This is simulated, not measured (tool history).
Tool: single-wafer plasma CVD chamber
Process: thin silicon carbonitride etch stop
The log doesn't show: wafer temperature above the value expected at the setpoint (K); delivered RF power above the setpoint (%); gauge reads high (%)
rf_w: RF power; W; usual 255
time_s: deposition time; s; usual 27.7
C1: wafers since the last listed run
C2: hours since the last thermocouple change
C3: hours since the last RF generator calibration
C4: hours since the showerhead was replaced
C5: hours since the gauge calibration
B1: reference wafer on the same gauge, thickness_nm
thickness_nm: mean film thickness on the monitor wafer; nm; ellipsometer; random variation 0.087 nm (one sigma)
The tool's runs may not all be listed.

run 1 hour=0 | rf_w=255 time_s=26.4 | C1=0 C2=1589.3 C3=872.8 C4=2700.6 C5=412.7 | B1=18.782 | thickness_nm=16.359
run 2 hour=61 | rf_w=255 time_s=26.4 | C1=1249 C2=1650.3 C3=933.8 C4=2761.6 C5=473.7 | B1=18.771 | thickness_nm=16.25
run 3 hour=241.2 | rf_w=255 time_s=27.7 | C1=3691 C2=1830.5 C3=1114 C4=2941.8 C5=653.9 | B1=18.82 | thickness_nm=16.949
run 4 hour=302.5 | rf_w=255 time_s=27.7 | C1=1255 C2=1891.8 C3=1175.3 C4=3003.1 C5=715.2 | B1=18.807 | thickness_nm=16.824
run 5 hour=379.4 | rf_w=255 time_s=24.4 | C1=1575 C2=1968.7 C3=1252.2 C4=3080 C5=792.1 | B1=18.785 | thickness_nm=14.98
run 6 hour=485.2 | rf_w=220 time_s=27.7 | C1=2167 C2=2074.5 C3=1358 C4=3185.8 C5=897.9 | B1=18.816 | thickness_nm=15.954
run 7 hour=537.9 | rf_w=220 time_s=27.7 | C1=1079 C2=2127.2 C3=1410.7 C4=3238.5 C5=950.6 | B1=18.822 | thickness_nm=16.039
run 8 hour=714.4 | rf_w=255 time_s=27.7 | C1=3615 C2=2303.7 C3=1587.2 C4=3415 C5=1127.1 | B1=18.787 | thickness_nm=16.955
run 9 hour=801.2 | rf_w=255 time_s=27.7 | C1=1778 C2=2390.5 C3=1674 C4=3501.8 C5=1213.9 | B1=18.81 | thickness_nm=16.983
run 10 hour=901.4 | rf_w=255 time_s=27.7 | C1=2052 C2=2490.7 C3=1774.2 C4=3602 C5=1314.1 | B1=18.818 | thickness_nm=16.848
-- hour=1046.1 RF generator calibrated
run 11 hour=1046.6 | rf_w=255 time_s=27.7 | C1=2810 C2=2635.9 C3=0.5 C4=3747.2 C5=1459.3 | B1=18.793 | thickness_nm=16.795
-- hour=1115.7 thermocouple changed; heater temperature recalibrated
run 12 hour=1148.6 | rf_w=255 time_s=27.7 | C1=1925 C2=32.9 C3=102.5 C4=3849.2 C5=1561.3 | B1=18.788 | thickness_nm=16.831
run 13 hour=1211.2 | rf_w=255 time_s=27.7 | C1=1282 C2=95.5 C3=165.1 C4=3911.8 C5=1623.9 | B1=18.784 | thickness_nm=17.05
run 14 hour=1302 | rf_w=255 time_s=27.7 | C1=1859 C2=186.3 C3=255.9 C4=4002.6 C5=1714.7 | B1=18.83 | thickness_nm=17.026
-- hour=1374.7 gauge calibrated
run 15 hour=1377.8 | rf_w=255 time_s=27.7 | C1=1552 C2=262.1 C3=331.7 C4=4078.4 C5=3.1 | B1=18.811 | thickness_nm=16.94
run 16 hour=1419.6 | rf_w=255 time_s=27.7 | C1=856 C2=303.9 C3=373.5 C4=4120.2 C5=44.9 | B1=18.805 | thickness_nm=16.962
run 17 hour=1513.6 | rf_w=255 time_s=27.7 | C1=1925 C2=397.9 C3=467.5 C4=4214.2 C5=138.9 | B1=18.801 | thickness_nm=17.031
run 18 hour=1601.7 | rf_w=205 time_s=32.1 | C1=1804 C2=486 C3=555.6 C4=4302.3 C5=227 | B1=18.823 | thickness_nm=18.34
run 19 hour=1660.2 | rf_w=225 time_s=23.9 | C1=1198 C2=544.5 C3=614.1 C4=4360.8 C5=285.5 | B1=18.822 | thickness_nm=13.881
run 20 hour=1764.5 | rf_w=255 time_s=27.7 | C1=2136 C2=648.8 C3=718.4 C4=4465.1 C5=389.8 | B1=18.821 | thickness_nm=17.122
run 21 hour=1812.1 | rf_w=255 time_s=27.7 | C1=975 C2=696.4 C3=766 C4=4512.7 C5=437.4 | B1=18.796 | thickness_nm=16.823
-- hour=1836 showerhead replaced
run 22 hour=1895.5 | rf_w=225 time_s=23.9 | C1=1544 C2=779.8 C3=849.4 C4=59.5 C5=520.8 | B1=18.779 | thickness_nm=14.056
run 23 hour=1951.1 | rf_w=255 time_s=27.7 | C1=1138 C2=835.4 C3=905 C4=115.1 C5=576.4 | B1=18.789 | thickness_nm=16.884
run 24 hour=2057.8 | rf_w=225 time_s=23.7 | C1=2185 C2=942.1 C3=1011.7 C4=221.8 C5=683.1 | B1=18.782 | thickness_nm=13.81
run 25 hour=2112.5 | rf_w=225 time_s=29.5 | C1=1120 C2=996.8 C3=1066.4 C4=276.5 C5=737.8 | B1=18.822 | thickness_nm=17.326
run 26 hour=2194.7 | rf_w=210 time_s=33 | C1=1683 C2=1079 C3=1148.6 C4=358.7 C5=820 | B1=18.782 | thickness_nm=18.816
run 27 hour=2265.6 | rf_w=295 time_s=31.5 | C1=1452 C2=1149.9 C3=1219.5 C4=429.6 C5=890.9 | B1=18.819 | thickness_nm=20.297
run 28 hour=2306.9 | rf_w=290 time_s=29.1 | C1=846 C2=1191.2 C3=1260.8 C4=470.9 C5=932.2 | B1=18.782 | thickness_nm=18.555
run 29 hour=2362.4 | rf_w=235 time_s=23 | C1=1136 C2=1246.7 C3=1316.3 C4=526.4 C5=987.7 | B1=18.785 | thickness_nm=13.863
run 30 hour=2415.8 | rf_w=280 time_s=25.4 | C1=1093 C2=1300.1 C3=1369.7 C4=579.8 C5=1041.1 | B1=18.793 | thickness_nm=15.92
run 31 hour=2485.2 | rf_w=225 time_s=26 | C1=1421 C2=1369.5 C3=1439.1 C4=649.2 C5=1110.5 | B1=18.818 | thickness_nm=15.31
run 32 hour=2666.2 | rf_w=305 time_s=23.6 | C1=3707 C2=1550.5 C3=1620.1 C4=830.2 C5=1291.5 | B1=18.804 | thickness_nm=15.217
run 33 hour=2762.6 | rf_w=275 time_s=24.6 | C1=1974 C2=1646.9 C3=1716.5 C4=926.6 C5=1387.9 | B1=18.801 | thickness_nm=15.446
-- hour=2842.6 RF generator calibrated
run 34 hour=2908.1 | rf_w=255 time_s=27.7 | C1=2816 C2=1792.4 C3=65.5 C4=1072.1 C5=1533.4 | B1=18.848 | thickness_nm=17.036
run 35 hour=2947.8 | rf_w=255 time_s=27.7 | C1=813 C2=1832.1 C3=105.2 C4=1111.8 C5=1573.1 | B1=18.782 | thickness_nm=16.882
run 36 hour=3037 | rf_w=295 time_s=32.2 | C1=1827 C2=1921.3 C3=194.4 C4=1201 C5=1662.3 | B1=18.8 | thickness_nm=20.728

Hidden state at the last listed run before each entry between runs and at the first one after, where it differs:
Between runs 10 and 11: RF generator calibrated (hour 1046.1)
  no hidden state differs between the two runs
Between runs 11 and 12: thermocouple changed; heater temperature recalibrated (hour 1115.7)
  no hidden state differs between the two runs
Between runs 14 and 15: gauge calibrated (hour 1374.7)
  no hidden state differs between the two runs
Between runs 21 and 22: showerhead replaced (hour 1836)
  no hidden state differs between the two runs
Between runs 33 and 34: RF generator calibrated (hour 2842.6)
  no hidden state differs between the two runs
